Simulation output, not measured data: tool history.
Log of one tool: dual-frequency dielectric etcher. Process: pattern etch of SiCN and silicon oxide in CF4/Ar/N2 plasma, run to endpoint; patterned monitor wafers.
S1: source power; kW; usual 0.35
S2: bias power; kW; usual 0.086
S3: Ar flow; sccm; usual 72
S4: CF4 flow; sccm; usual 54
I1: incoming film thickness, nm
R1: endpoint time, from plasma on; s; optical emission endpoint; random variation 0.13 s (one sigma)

{"run": 1, "day": 0.0, "S1": 0.35, "S2": 0.086, "S3": 72, "S4": 54, "I1": 18.11, "R1": 22.8}
{"run": 2, "day": 2.275, "S1": 0.35, "S2": 0.086, "S3": 72, "S4": 54, "I1": 17.99, "R1": 22.6}
{"day": 3.392, "done": "Ar flow controller replaced"}
{"run": 3, "day": 3.667, "S1": 0.35, "S2": 0.086, "S3": 72, "S4": 54, "I1": 18.13, "R1": 22.7}
{"run": 4, "day": 5.904, "S1": 0.35, "S2": 0.086, "S3": 72, "S4": 48, "I1": 18.04, "R1": 23.1}
{"run": 5, "day": 7.042, "S1": 0.31, "S2": 0.086, "S3": 72, "S4": 51, "I1": 17.94, "R1": 25.2}
{"run": 6, "day": 8.417, "S1": 0.39, "S2": 0.069, "S3": 61, "S4": 49, "I1": 18, "R1": 22.3}
{"run": 7, "day": 11.004, "S1": 0.32, "S2": 0.076, "S3": 72, "S4": 54, "I1": 17.96, "R1": 25.4}
{"day": 12.558, "done": "source power generator calibrated"}
{"run": 8, "day": 13.325, "S1": 0.29, "S2": 0.086, "S3": 86, "S4": 45, "I1": 18.12, "R1": 27.5}
{"day": 14.842, "done": "wet clean of the chamber"}
{"run": 9, "day": 15.204, "S1": 0.35, "S2": 0.086, "S3": 72, "S4": 54, "I1": 17.93, "R1": 22.8}
{"run": 10, "day": 18.038, "S1": 0.35, "S2": 0.086, "S3": 72, "S4": 54, "I1": 18.16, "R1": 23}
{"run": 11, "day": 20.104, "S1": 0.26, "S2": 0.104, "S3": 72, "S4": 54, "I1": 18.09, "R1": 27.5}
{"day": 27.262, "done": "upper electrode replaced"}
{"run": 12, "day": 27.783, "S1": 0.35, "S2": 0.086, "S3": 62, "S4": 54, "I1": 18.05, "R1": 22.2}
{"run": 13, "day": 30.612, "S1": 0.35, "S2": 0.092, "S3": 72, "S4": 54, "I1": 17.98, "R1": 21.7}
{"run": 14, "day": 33.008, "S1": 0.35, "S2": 0.086, "S3": 72, "S4": 54, "I1": 18.03, "R1": 22.3}
{"day": 35.396, "done": "wet clean of the chamber"}
{"run": 15, "day": 35.896, "S1": 0.35, "S2": 0.086, "S3": 72, "S4": 54, "I1": 18.08, "R1": 22.7}
{"run": 16, "day": 37.208, "S1": 0.38, "S2": 0.079, "S3": 55, "S4": 66, "I1": 17.87, "R1": 20.6}
{"day": 38.988, "done": "CF4 flow controller replaced"}
{"run": 17, "day": 39.646, "S1": 0.31, "S2": 0.094, "S3": 61, "S4": 65, "I1": 18.01, "R1": 23.2}
{"run": 18, "day": 42.433, "S1": 0.3, "S2": 0.101, "S3": 81, "S4": 59, "I1": 18.04, "R1": 23.8}
{"day": 47.871, "done": "bias power generator calibrated"}
{"run": 19, "day": 47.892, "S1": 0.33, "S2": 0.064, "S3": 81, "S4": 54, "I1": 17.96, "R1": 27.4}
{"run": 20, "day": 50.25, "S1": 0.41, "S2": 0.076, "S3": 81, "S4": 50, "I1": 17.84, "R1": 20.7}
{"day": 55.225, "done": "wet clean of the chamber"}
{"run": 21, "day": 57.179, "S1": 0.35, "S2": 0.072, "S3": 72, "S4": 54, "I1": 18.05, "R1": 24.8}
{"run": 22, "day": 58.417, "S1": 0.35, "S2": 0.086, "S3": 72, "S4": 54, "I1": 17.89, "R1": 22.5}
{"run": 23, "day": 60.579, "S1": 0.27, "S2": 0.086, "S3": 62, "S4": 54, "I1": 18.01, "R1": 28.3}
{"run": 24, "day": 63.154, "S1": 0.3, "S2": 0.101, "S3": 72, "S4": 45, "I1": 17.82, "R1": 24.8}

The tool's hidden state at each run:
source power that arrives over what is set, %: 0 in every run
Ar flow that arrives over what is set, %: 0 in every run
CF4 flow that arrives over what is set, %: 0 in every run
H1: etch rate over this chamber's usual, %
H2: bias power that arrives over what is set, %
run=1 H1=1.2 H2=-0.0747
run=2 H1=1.52 H2=-0.0146
run=3 H1=1.72 H2=0.0274
run=4 H1=2.04 H2=0.104
run=5 H1=2.2 H2=0.146
run=6 H1=2.4 H2=0.201
run=7 H1=2.77 H2=0.316
run=8 H1=3.1 H2=0.43
run=9 H1=-0.284 H2=0.531
run=10 H1=0.121 H2=0.697
run=11 H1=0.416 H2=0.829
run=12 H1=1.51 H2=1.4
run=13 H1=1.92 H2=1.64
run=14 H1=2.26 H2=1.85
run=15 H1=-0.155 H2=2.13
run=16 H1=0.0324 H2=2.26
run=17 H1=0.38 H2=2.51
run=18 H1=0.778 H2=2.82
run=19 H1=1.56 H2=0.9
run=20 H1=1.89 H2=0.906
run=21 H1=-0.106 H2=0.99
run=22 H1=0.0707 H2=1.02
run=23 H1=0.379 H2=1.07
run=24 H1=0.747 H2=1.14
